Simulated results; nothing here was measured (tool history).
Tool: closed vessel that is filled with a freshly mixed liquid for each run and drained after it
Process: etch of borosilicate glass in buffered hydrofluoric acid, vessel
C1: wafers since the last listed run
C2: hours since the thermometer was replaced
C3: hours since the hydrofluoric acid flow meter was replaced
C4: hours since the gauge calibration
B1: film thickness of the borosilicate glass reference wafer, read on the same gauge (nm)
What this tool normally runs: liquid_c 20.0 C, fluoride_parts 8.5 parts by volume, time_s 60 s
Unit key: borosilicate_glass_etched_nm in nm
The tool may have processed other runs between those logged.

run 1 hour=0.0 | liquid_c=20.0 fluoride_parts=8.5 time_s=60 | C1=0 C2=117.0 C3=11.8 C4=589.4 | B1=80.01 | borosilicate_glass_etched_nm=75.74
run 2 hour=60.9 | liquid_c=20.0 fluoride_parts=8.5 time_s=60 | C1=5282 C2=177.9 C3=72.7 C4=650.3 | B1=79.98 | borosilicate_glass_etched_nm=75.20
run 3 hour=121.0 | liquid_c=20.0 fluoride_parts=8.5 time_s=60 | C1=5213 C2=238.0 C3=132.8 C4=710.4 | B1=80.00 | borosilicate_glass_etched_nm=75.64
run 4 hour=174.3 | liquid_c=20.0 fluoride_parts=8.5 time_s=60 | C1=4623 C2=291.3 C3=186.1 C4=763.7 | B1=80.03 | borosilicate_glass_etched_nm=74.98
run 5 hour=244.9 | liquid_c=20.0 fluoride_parts=8.5 time_s=60 | C1=6124 C2=361.9 C3=256.7 C4=834.3 | B1=79.99 | borosilicate_glass_etched_nm=74.34
run 6 hour=407.6 | liquid_c=21.5 fluoride_parts=8.5 time_s=60 | C1=14113 C2=524.6 C3=419.4 C4=997.0 | B1=79.99 | borosilicate_glass_etched_nm=79.91
run 7 hour=468.9 | liquid_c=20.0 fluoride_parts=8.5 time_s=60 | C1=5317 C2=585.9 C3=480.7 C4=1058.3 | B1=80.00 | borosilicate_glass_etched_nm=73.19
run 8 hour=503.3 | liquid_c=20.0 fluoride_parts=8.5 time_s=60 | C1=2984 C2=620.3 C3=515.1 C4=1092.7 | B1=79.98 | borosilicate_glass_etched_nm=73.09
run 9 hour=529.7 | liquid_c=20.0 fluoride_parts=8.5 time_s=60 | C1=2290 C2=646.7 C3=541.5 C4=1119.1 | B1=80.01 | borosilicate_glass_etched_nm=73.39
run 10 hour=578.9 | liquid_c=21.0 fluoride_parts=8.5 time_s=80 | C1=4267 C2=695.9 C3=590.7 C4=1168.3 | B1=80.00 | borosilicate_glass_etched_nm=101.95
run 11 hour=609.9 | liquid_c=21.0 fluoride_parts=8.5 time_s=80 | C1=2689 C2=726.9 C3=621.7 C4=1199.3 | B1=79.99 | borosilicate_glass_etched_nm=101.40
-- hour=630.1 thermometer replaced
run 12 hour=645.4 | liquid_c=20.0 fluoride_parts=8.5 time_s=50 | C1=2992 C2=15.3 C3=657.2 C4=1234.8 | B1=79.99 | borosilicate_glass_etched_nm=62.63
run 13 hour=712.3 | liquid_c=20.0 fluoride_parts=8.5 time_s=50 | C1=5803 C2=82.2 C3=724.1 C4=1301.7 | B1=79.99 | borosilicate_glass_etched_nm=61.79
-- hour=732.2 gauge calibrated
run 14 hour=756.5 | liquid_c=20.0 fluoride_parts=8.5 time_s=50 | C1=3834 C2=126.4 C3=768.3 C4=24.3 | B1=80.03 | borosilicate_glass_etched_nm=61.42
run 15 hour=810.2 | liquid_c=20.0 fluoride_parts=8.5 time_s=60 | C1=4658 C2=180.1 C3=822.0 C4=78.0 | B1=79.98 | borosilicate_glass_etched_nm=73.39
run 16 hour=834.8 | liquid_c=20.0 fluoride_parts=8.5 time_s=40 | C1=2133 C2=204.7 C3=846.6 C4=102.6 | B1=80.02 | borosilicate_glass_etched_nm=48.82
run 17 hour=865.4 | liquid_c=17.0 fluoride_parts=8.5 time_s=60 | C1=2654 C2=235.3 C3=877.2 C4=133.2 | B1=79.99 | borosilicate_glass_etched_nm=61.92
run 18 hour=932.9 | liquid_c=17.0 fluoride_parts=5.5 time_s=70 | C1=5855 C2=302.8 C3=944.7 C4=200.7 | B1=79.98 | borosilicate_glass_etched_nm=112.24
-- hour=1106.6 hydrofluoric acid flow meter replaced
run 19 hour=1109.7 | liquid_c=20.0 fluoride_parts=8.5 time_s=60 | C1=15250 C2=479.6 C3=3.1 C4=377.5 | B1=79.98 | borosilicate_glass_etched_nm=74.79
run 20 hour=1151.5 | liquid_c=17.0 fluoride_parts=9.5 time_s=50 | C1=3626 C2=521.4 C3=44.9 C4=419.3 | B1=80.01 | borosilicate_glass_etched_nm=47.26
run 21 hour=1218.5 | liquid_c=20.0 fluoride_parts=6.0 time_s=90 | C1=5812 C2=588.4 C3=111.9 C4=486.3 | B1=79.99 | borosilicate_glass_etched_nm=158.21
run 22 hour=1246.7 | liquid_c=20.0 fluoride_parts=6.0 time_s=30 | C1=2446 C2=616.6 C3=140.1 C4=514.5 | B1=80.01 | borosilicate_glass_etched_nm=52.60
run 23 hour=1311.7 | liquid_c=20.0 fluoride_parts=8.5 time_s=60 | C1=5638 C2=681.6 C3=205.1 C4=579.5 | B1=80.00 | borosilicate_glass_etched_nm=73.54
run 24 hour=1349.4 | liquid_c=20.0 fluoride_parts=8.5 time_s=60 | C1=3270 C2=719.3 C3=242.8 C4=617.2 | B1=79.99 | borosilicate_glass_etched_nm=73.78
run 25 hour=1377.5 | liquid_c=20.0 fluoride_parts=7.5 time_s=35 | C1=2437 C2=747.4 C3=270.9 C4=645.3 | B1=80.00 | borosilicate_glass_etched_nm=48.79
run 26 hour=1445.9 | liquid_c=20.0 fluoride_parts=8.5 time_s=60 | C1=5933 C2=815.8 C3=339.3 C4=713.7 | B1=80.01 | borosilicate_glass_etched_nm=73.02
-- hour=1501.1 thermometer replaced
run 27 hour=1512.4 | liquid_c=22.5 fluoride_parts=11.5 time_s=70 | C1=5681 C2=11.3 C3=405.8 C4=780.2 | B1=80.01 | borosilicate_glass_etched_nm=76.99
run 28 hour=1579.5 | liquid_c=20.0 fluoride_parts=11.0 time_s=75 | C1=5820 C2=78.4 C3=472.9 C4=847.3 | B1=79.98 | borosilicate_glass_etched_nm=74.87
run 29 hour=1637.3 | liquid_c=20.0 fluoride_parts=8.5 time_s=60 | C1=5013 C2=136.2 C3=530.7 C4=905.1 | B1=80.00 | borosilicate_glass_etched_nm=73.98
run 30 hour=1696.1 | liquid_c=20.0 fluoride_parts=7.0 time_s=90 | C1=5100 C2=195.0 C3=589.5 C4=963.9 | B1=79.99 | borosilicate_glass_etched_nm=138.86
run 31 hour=1751.1 | liquid_c=20.0 fluoride_parts=8.5 time_s=60 | C1=4771 C2=250.0 C3=644.5 C4=1018.9 | B1=79.99 | borosilicate_glass_etched_nm=73.53
-- hour=1756.8 gauge calibrated
run 32 hour=1812.3 | liquid_c=23.0 fluoride_parts=11.5 time_s=60 | C1=5308 C2=311.2 C3=705.7 C4=55.5 | B1=79.99 | borosilicate_glass_etched_nm=66.76

4 ways to go on from here, each from the tool as it stands after run 32. What would each give?
run A hour=1813.0 | liquid_c=22.5 fluoride_parts=8.5 time_s=60 | C1=60 C2=311.9 C3=706.4 C4=56.2 | B1=? | borosilicate_glass_etched_nm=?
run B hour=1813.0 | liquid_c=17.0 fluoride_parts=5.0 time_s=45 | C1=60 C2=311.9 C3=706.4 C4=56.2 | B1=? | borosilicate_glass_etched_nm=?
run C hour=1813.0 | liquid_c=20.0 fluoride_parts=10.5 time_s=30 | C1=60 C2=311.9 C3=706.4 C4=56.2 | B1=? | borosilicate_glass_etched_nm=?
run D hour=1813.0 | liquid_c=20.0 fluoride_parts=6.0 time_s=60 | C1=60 C2=311.9 C3=706.4 C4=56.2 | B1=? | borosilicate_glass_etched_nm=?

run=A B1=80.00 borosilicate_glass_etched_nm=84.92
run=B B1=80.00 borosilicate_glass_etched_nm=79.55
run=C B1=80.00 borosilicate_glass_etched_nm=31.05
run=D B1=80.00 borosilicate_glass_etched_nm=106.07
The same runs, with their run-to-run variation unchanged, on a tool lacking any hidden condition would have given:
run=A borosilicate_glass_etched_nm=88.46
run=B borosilicate_glass_etched_nm=82.54
run=C borosilicate_glass_etched_nm=32.28
run=D borosilicate_glass_etched_nm=110.03
